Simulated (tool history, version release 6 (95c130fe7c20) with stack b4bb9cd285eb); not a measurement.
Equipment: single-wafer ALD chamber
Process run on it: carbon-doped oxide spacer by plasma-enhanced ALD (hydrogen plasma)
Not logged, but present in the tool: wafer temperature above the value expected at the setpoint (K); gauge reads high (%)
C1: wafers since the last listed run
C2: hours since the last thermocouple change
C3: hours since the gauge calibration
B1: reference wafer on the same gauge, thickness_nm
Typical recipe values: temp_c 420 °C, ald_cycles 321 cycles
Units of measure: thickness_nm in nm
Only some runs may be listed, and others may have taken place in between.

{"run": 1, "hour": 0.0, "temp_c": 420, "ald_cycles": 321, "C1": 0, "C2": 1836.5, "C3": 663.0, "B1": 14.574, "thickness_nm": 15.304}
{"run": 2, "hour": 87.5, "temp_c": 420, "ald_cycles": 321, "C1": 68, "C2": 1924.0, "C3": 750.5, "B1": 14.585, "thickness_nm": 15.318}
{"run": 3, "hour": 181.4, "temp_c": 420, "ald_cycles": 321, "C1": 73, "C2": 2017.9, "C3": 844.4, "B1": 14.584, "thickness_nm": 15.186}
{"run": 4, "hour": 284.8, "temp_c": 420, "ald_cycles": 321, "C1": 81, "C2": 2121.3, "C3": 947.8, "B1": 14.609, "thickness_nm": 15.24}
{"run": 5, "hour": 334.1, "temp_c": 420, "ald_cycles": 321, "C1": 38, "C2": 2170.6, "C3": 997.1, "B1": 14.598, "thickness_nm": 15.29}
{"run": 6, "hour": 398.5, "temp_c": 420, "ald_cycles": 321, "C1": 50, "C2": 2235.0, "C3": 1061.5, "B1": 14.589, "thickness_nm": 15.242}
{"run": 7, "hour": 438.6, "temp_c": 424, "ald_cycles": 321, "C1": 31, "C2": 2275.1, "C3": 1101.6, "B1": 14.605, "thickness_nm": 15.117}
{"run": 8, "hour": 518.4, "temp_c": 424, "ald_cycles": 321, "C1": 62, "C2": 2354.9, "C3": 1181.4, "B1": 14.603, "thickness_nm": 15.16}
{"hour": 563.4, "done": "thermocouple changed; heater temperature recalibrated"}
{"run": 9, "hour": 623.6, "temp_c": 425, "ald_cycles": 272, "C1": 76, "C2": 60.2, "C3": 1286.6, "B1": 14.613, "thickness_nm": 12.828}
{"run": 10, "hour": 684.3, "temp_c": 425, "ald_cycles": 272, "C1": 47, "C2": 120.9, "C3": 1347.3, "B1": 14.631, "thickness_nm": 12.799}
{"hour": 754.4, "done": "gauge calibrated"}
{"run": 11, "hour": 760.6, "temp_c": 420, "ald_cycles": 321, "C1": 60, "C2": 197.2, "C3": 6.2, "B1": 14.401, "thickness_nm": 15.044}
{"run": 12, "hour": 811.7, "temp_c": 420, "ald_cycles": 341, "C1": 40, "C2": 248.3, "C3": 57.3, "B1": 14.418, "thickness_nm": 16.083}
{"run": 13, "hour": 897.9, "temp_c": 433, "ald_cycles": 357, "C1": 67, "C2": 334.5, "C3": 143.5, "B1": 14.44, "thickness_nm": 16.227}
{"run": 14, "hour": 974.7, "temp_c": 412, "ald_cycles": 380, "C1": 60, "C2": 411.3, "C3": 220.3, "B1": 14.453, "thickness_nm": 18.369}
{"run": 15, "hour": 1075.5, "temp_c": 409, "ald_cycles": 363, "C1": 79, "C2": 512.1, "C3": 321.1, "B1": 14.495, "thickness_nm": 17.829}
{"run": 16, "hour": 1161.3, "temp_c": 420, "ald_cycles": 321, "C1": 67, "C2": 597.9, "C3": 406.9, "B1": 14.531, "thickness_nm": 15.196}
{"run": 17, "hour": 1213.1, "temp_c": 432, "ald_cycles": 258, "C1": 40, "C2": 649.7, "C3": 458.7, "B1": 14.529, "thickness_nm": 11.778}

Pick out some run-to-run changes in thickness_nm. Of each, how much would a tool without hidden state show as well, from the settings, what came in and chance, and how much is left for the hidden state and any gauge scatter not in both results compared?
Run 10 -> 11: temp_c 425 -> 420, ald_cycles 272 -> 321, gauge calibrated. thickness_nm +2.245 nm: hidden state -0.206, all else +2.451.
Run 16 -> 17: temp_c 420 -> 432, ald_cycles 321 -> 258. thickness_nm -3.418 nm: hidden state -0.020, all else -3.398.
